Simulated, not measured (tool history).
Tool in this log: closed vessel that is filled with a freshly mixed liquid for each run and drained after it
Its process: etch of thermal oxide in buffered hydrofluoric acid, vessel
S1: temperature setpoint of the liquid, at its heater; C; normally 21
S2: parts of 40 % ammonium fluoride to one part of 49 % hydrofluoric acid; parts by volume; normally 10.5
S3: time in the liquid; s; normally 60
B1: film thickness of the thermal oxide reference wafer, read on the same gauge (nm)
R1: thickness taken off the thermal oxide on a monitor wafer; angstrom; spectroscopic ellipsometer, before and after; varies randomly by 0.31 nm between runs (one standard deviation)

| run | hour | S1 | S2 | S3 | B1 | R1 |
|---|---|---|---|---|---|---|
| 1 | 0 | 21 | 10.5 | 60 | 60 | 584.9 |
| 2 | 39.3 | 21 | 10.5 | 60 | 60 | 590.9 |
| 3 | 96.8 | 21 | 10.5 | 60 | 60.04 | 584.6 |
| 4 | 135.5 | 21 | 10.5 | 60 | 59.99 | 577.5 |
| 5 | 189.2 | 21 | 10.5 | 60 | 59.97 | 583.3 |
|  | 193.9 | hydrofluoric acid flow meter replaced |
| 6 | 230.6 | 21 | 10.5 | 60 | 59.98 | 585.5 |
|  | 428.9 | thermometer replaced |
| 7 | 435.2 | 21 | 10.5 | 60 | 60 | 584 |
| 8 | 474.5 | 21 | 10.5 | 60 | 60 | 580.1 |
|  | 497.7 | gauge calibrated |
| 9 | 546.2 | 21 | 9 | 50 | 59.98 | 545.3 |
| 10 | 608.9 | 21 | 9 | 50 | 59.97 | 538.5 |
| 11 | 648.3 | 21 | 9 | 50 | 60.04 | 545.8 |
| 12 | 701.6 | 21 | 10.5 | 60 | 60.05 | 582.3 |
|  | 747.2 | hydrofluoric acid flow meter replaced |
| 13 | 767.6 | 24.5 | 10.5 | 75 | 60.01 | 874.9 |
| 14 | 822.5 | 22.5 | 12.5 | 30 | 60 | 266.4 |
| 15 | 850.4 | 21 | 9 | 50 | 60.05 | 546.3 |
| 16 | 906.4 | 21 | 6.5 | 60 | 59.94 | 919.1 |
| 17 | 972.1 | 17 | 8.5 | 80 | 60.01 | 741.6 |
| 18 | 1003.4 | 21 | 10.5 | 50 | 59.96 | 483.9 |
| 19 | 1033.9 | 24 | 9 | 60 | 59.99 | 772.4 |
| 20 | 1079 | 21 | 10.5 | 60 | 60.02 | 584.9 |
| 21 | 1139.4 | 25.5 | 9.5 | 75 | 60.02 | 1011.4 |
| 22 | 1201.3 | 21 | 10.5 | 60 | 60.01 | 583.7 |
| 23 | 1255.4 | 18.5 | 10.5 | 90 | 59.99 | 761.7 |

Alternative continuations, all from the tool just after run 23; predict every row:
| A | 1256.1 | 21 | 10.5 | 60 | ? | ? |
| B | 1256.1 | 18 | 14 | 60 | ? | ? |
| C | 1256.1 | 24.5 | 7 | 60 | ? | ? |

| run | B1 | R1 |
|---|---|---|
| A | 60.04 | 583.6 |
| B | 60.04 | 372.1 |
| C | 60.04 | 1040.4 |
With the hidden condition removed and each run's random variation left untouched, the same runs would have given:
| run | R1 |
|---|---|
| A | 583.6 |
| B | 372.1 |
| C | 1040.4 |

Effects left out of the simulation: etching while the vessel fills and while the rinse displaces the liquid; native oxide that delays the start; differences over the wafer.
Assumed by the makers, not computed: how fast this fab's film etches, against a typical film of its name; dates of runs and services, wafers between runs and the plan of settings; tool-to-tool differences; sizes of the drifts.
